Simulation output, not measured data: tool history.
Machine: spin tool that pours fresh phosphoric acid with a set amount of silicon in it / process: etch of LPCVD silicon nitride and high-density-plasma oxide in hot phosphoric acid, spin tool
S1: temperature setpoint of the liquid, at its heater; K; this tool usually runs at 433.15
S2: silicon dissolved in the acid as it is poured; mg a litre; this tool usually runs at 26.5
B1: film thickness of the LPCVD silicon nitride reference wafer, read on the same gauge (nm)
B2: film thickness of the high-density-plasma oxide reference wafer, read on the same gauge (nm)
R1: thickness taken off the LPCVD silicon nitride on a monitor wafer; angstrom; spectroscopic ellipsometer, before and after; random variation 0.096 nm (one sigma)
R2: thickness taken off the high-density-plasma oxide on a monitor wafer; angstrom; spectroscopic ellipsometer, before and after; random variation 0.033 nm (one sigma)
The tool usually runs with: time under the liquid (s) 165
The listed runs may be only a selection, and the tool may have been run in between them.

{"run": 1, "hour": 0.0, "S1": 433.15, "S2": 26.5, "time under the liquid (s)": 165, "B1": 69.98, "B2": 120.0, "R1": 109.1, "R2": 2.8}
{"run": 2, "hour": 12.4, "S1": 433.15, "S2": 26.5, "time under the liquid (s)": 165, "B1": 69.99, "B2": 119.993, "R1": 111.1, "R2": 3.21}
{"run": 3, "hour": 46.7, "S1": 433.15, "S2": 26.5, "time under the liquid (s)": 165, "B1": 70.02, "B2": 119.973, "R1": 109.6, "R2": 3.28}
{"run": 4, "hour": 82.6, "S1": 430.65, "S2": 26.5, "time under the liquid (s)": 235, "B1": 69.99, "B2": 119.992, "R1": 139.3, "R2": 3.74}
{"run": 5, "hour": 95.5, "S1": 433.15, "S2": 34.5, "time under the liquid (s)": 165, "B1": 70.0, "B2": 119.985, "R1": 107.3, "R2": 2.55}
{"run": 6, "hour": 116.9, "S1": 432.15, "S2": 26.5, "time under the liquid (s)": 165, "B1": 70.0, "B2": 119.975, "R1": 104.6, "R2": 2.92}
{"hour": 137.4, "done": "heated supply line repaired"}
{"run": 7, "hour": 137.9, "S1": 433.15, "S2": 26.5, "time under the liquid (s)": 100, "B1": 70.01, "B2": 119.998, "R1": 74.1, "R2": 2.65}
{"run": 8, "hour": 165.2, "S1": 433.15, "S2": 26.5, "time under the liquid (s)": 165, "B1": 70.01, "B2": 120.019, "R1": 122.5, "R2": 3.77}
{"run": 9, "hour": 196.3, "S1": 433.15, "S2": 43.5, "time under the liquid (s)": 260, "B1": 70.0, "B2": 119.998, "R1": 190.6, "R2": 2.22}
{"run": 10, "hour": 218.3, "S1": 431.65, "S2": 10.0, "time under the liquid (s)": 235, "B1": 69.99, "B2": 119.981, "R1": 161.4, "R2": 6.98}
{"run": 11, "hour": 234.6, "S1": 433.15, "S2": 12.5, "time under the liquid (s)": 165, "B1": 70.0, "B2": 119.999, "R1": 122.1, "R2": 5.91}
{"hour": 243.5, "done": "dissolved silicon flow meter replaced"}
{"run": 12, "hour": 265.2, "S1": 434.15, "S2": 18.5, "time under the liquid (s)": 165, "B1": 69.99, "B2": 119.963, "R1": 123.3, "R2": 6.04}
{"run": 13, "hour": 289.6, "S1": 434.15, "S2": 46.5, "time under the liquid (s)": 190, "B1": 70.01, "B2": 119.968, "R1": 143.0, "R2": 1.74}
{"run": 14, "hour": 305.5, "S1": 433.15, "S2": 26.5, "time under the liquid (s)": 85, "B1": 70.0, "B2": 119.983, "R1": 61.9, "R2": 1.89}
{"run": 15, "hour": 333.6, "S1": 433.15, "S2": 26.5, "time under the liquid (s)": 165, "B1": 70.0, "B2": 120.014, "R1": 121.8, "R2": 3.96}
{"hour": 346.9, "done": "gauge calibrated"}
{"run": 16, "hour": 350.7, "S1": 433.15, "S2": 14.5, "time under the liquid (s)": 165, "B1": 70.0, "B2": 120.015, "R1": 120.4, "R2": 5.42}
{"run": 17, "hour": 381.2, "S1": 433.15, "S2": 26.5, "time under the liquid (s)": 165, "B1": 70.02, "B2": 120.026, "R1": 119.6, "R2": 3.92}
{"run": 18, "hour": 396.8, "S1": 430.65, "S2": 34.0, "time under the liquid (s)": 165, "B1": 69.99, "B2": 119.998, "R1": 109.2, "R2": 2.17}
{"run": 19, "hour": 419.0, "S1": 430.65, "S2": 16.5, "time under the liquid (s)": 165, "B1": 69.99, "B2": 119.996, "R1": 109.6, "R2": 4.67}
{"run": 20, "hour": 442.9, "S1": 433.15, "S2": 26.5, "time under the liquid (s)": 165, "B1": 69.97, "B2": 119.986, "R1": 118.0, "R2": 3.61}
{"run": 21, "hour": 455.8, "S1": 435.15, "S2": 26.5, "time under the liquid (s)": 125, "B1": 70.0, "B2": 119.998, "R1": 95.5, "R2": 3.78}
{"run": 22, "hour": 479.6, "S1": 433.15, "S2": 26.5, "time under the liquid (s)": 165, "B1": 70.0, "B2": 119.996, "R1": 116.6, "R2": 3.46}

A few steps of R1 between consecutive runs. Split each: what settings, incoming material and random variation would produce without the hidden state, and what is left over for the hidden state, along with gauge scatter present in only one of the two compared results (measured, and without hidden state):
Hidden state present: liquid colder than its thermometer reads (K); dissolved silicon flow above the setpoint (%); temperature lost on the way to the wafer (K); gauge reads high (%).
Run 3 -> 4: S1 433.15 -> 430.65, time under the liquid (s) 165 -> 235. R1 +29.7 angstrom: hidden state -7.8, all else +37.5.
Run 6 -> 7: S1 432.15 -> 433.15, time under the liquid (s) 165 -> 100, heated supply line repaired. R1 -30.5 angstrom: hidden state +13.8, all else -44.3.
Run 8 -> 9: S2 26.5 -> 43.5, time under the liquid (s) 165 -> 260. R1 +68.1 angstrom: hidden state -1.8, all else +69.9.
Run 13 -> 14: S1 434.15 -> 433.15, S2 46.5 -> 26.5, time under the liquid (s) 190 -> 85. R1 -81.1 angstrom: hidden state +2.3, all else -83.4.

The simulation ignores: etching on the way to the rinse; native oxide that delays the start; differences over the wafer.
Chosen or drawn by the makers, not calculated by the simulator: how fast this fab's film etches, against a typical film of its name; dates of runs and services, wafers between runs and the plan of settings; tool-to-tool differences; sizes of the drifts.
